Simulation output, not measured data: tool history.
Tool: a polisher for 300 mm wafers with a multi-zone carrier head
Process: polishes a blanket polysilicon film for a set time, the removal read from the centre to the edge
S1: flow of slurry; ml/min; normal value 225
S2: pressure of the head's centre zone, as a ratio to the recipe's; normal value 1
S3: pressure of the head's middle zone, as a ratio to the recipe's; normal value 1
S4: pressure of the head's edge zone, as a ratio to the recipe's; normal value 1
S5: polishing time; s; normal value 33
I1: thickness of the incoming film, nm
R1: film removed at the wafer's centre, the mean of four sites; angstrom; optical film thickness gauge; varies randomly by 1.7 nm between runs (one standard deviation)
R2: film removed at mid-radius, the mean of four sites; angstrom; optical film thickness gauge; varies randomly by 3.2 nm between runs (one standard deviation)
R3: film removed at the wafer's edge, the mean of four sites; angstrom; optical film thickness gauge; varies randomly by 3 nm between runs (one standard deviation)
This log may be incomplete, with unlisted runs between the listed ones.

run     day   S1    S2    S3    S4  S5      I1    R1    R2    R3
  1       0  225     1     1  0.91  33  1686.6  1965  1986  1885
  2   1.254  225     1     1     1  33  1666.5  1952  1969  1923
      2.188  -- carrier head's membrane replaced by a new one
  3   2.208  225     1     1     1  33  1659.6  1919  1972  1889
      3.162  -- worn pad replaced by a new one
  4   3.533  165     1     1  0.89  33  1637.6  1948  2031  1841
  5   4.812  225     1     1     1  33  1659.6  2077  2127  2053
  6   6.167  175   0.9     1  1.11  39  1653.5  2078  2329  2528
  7   7.462  225  0.88  0.88  1.08  44  1637.9  2402  2595  2822
  8   8.562  280   1.1  0.95  0.88  33    1656  2338  2075  1932
  9  12.079  180     1  0.97  0.95  33  1637.6  1887  1892  1842
     13.329  -- slurry nozzle cleaned
 10  13.442  225     1     1     1  33  1637.2  1931  1996  1906
     14.283  -- edge zone pressure recalibrated
 11  14.617  300     1  1.08     1  30  1634.9  1769  1886  1718
     14.971  -- worn pad replaced by a new one
 12  15.425  225   0.9     1     1  33  1671.4  1872  2124  2056
 13  16.467  175  0.92   1.1     1  25  1624.7  1389  1640  1534
 14  17.746  225     1     1     1  33  1627.8  2077  2150  2013
 15  20.092  180  0.91  1.09     1  33    1632  1838  2105  2038
 16  21.562  260     1     1  0.93  33  1637.9  2101  2038  1979
 17  22.846  185  1.06  1.07     1  33  1633.7  2083  2031  1890
 18  23.667  165     1  1.08     1  33  1650.8  1873  2021  1872
 19  24.904  225     1  0.89     1  33  1655.1  1990  1841  1939
     25.529  -- centre zone pressure recalibrated
 20  25.679  150     1     1     1  40  1641.7  2158  2166  2229
      26.65  -- worn pad replaced by a new one
 21  26.671  155     1     1     1  33  1647.2  1930  1991  1966

Some steps in R1 between neighbouring runs. How much of each would the tool show without its hidden state too (settings, what came in, random variation), and how much is left for the hidden state, with any gauge scatter that isn't in both results?
Hidden state present: removal rate lost through wear of the pad, %; slurry flow missing at the pad, %; deviation of the centre zone's pressure from its setpoint, %; deviation of the edge zone's pressure from its setpoint, %.
Run 11 -> 12: S1 300 -> 225, S2 1 -> 0.9, S3 1.08 -> 1, S5 30 -> 33, worn pad replaced by a new one. R1 +103 angstrom: hidden state +217, all else -114.
Run 12 -> 13: S1 225 -> 175, S2 0.9 -> 0.92, S3 1 -> 1.1, S5 33 -> 25. R1 -483 angstrom: hidden state +0, all else -483.
Run 13 -> 14: S1 175 -> 225, S2 0.92 -> 1, S3 1.1 -> 1, S5 25 -> 33. R1 +688 angstrom: hidden state -12, all else +700.
Run 20 -> 21: S1 150 -> 155, S5 40 -> 33, worn pad replaced by a new one. R1 -228 angstrom: hidden state +190, all else -418.
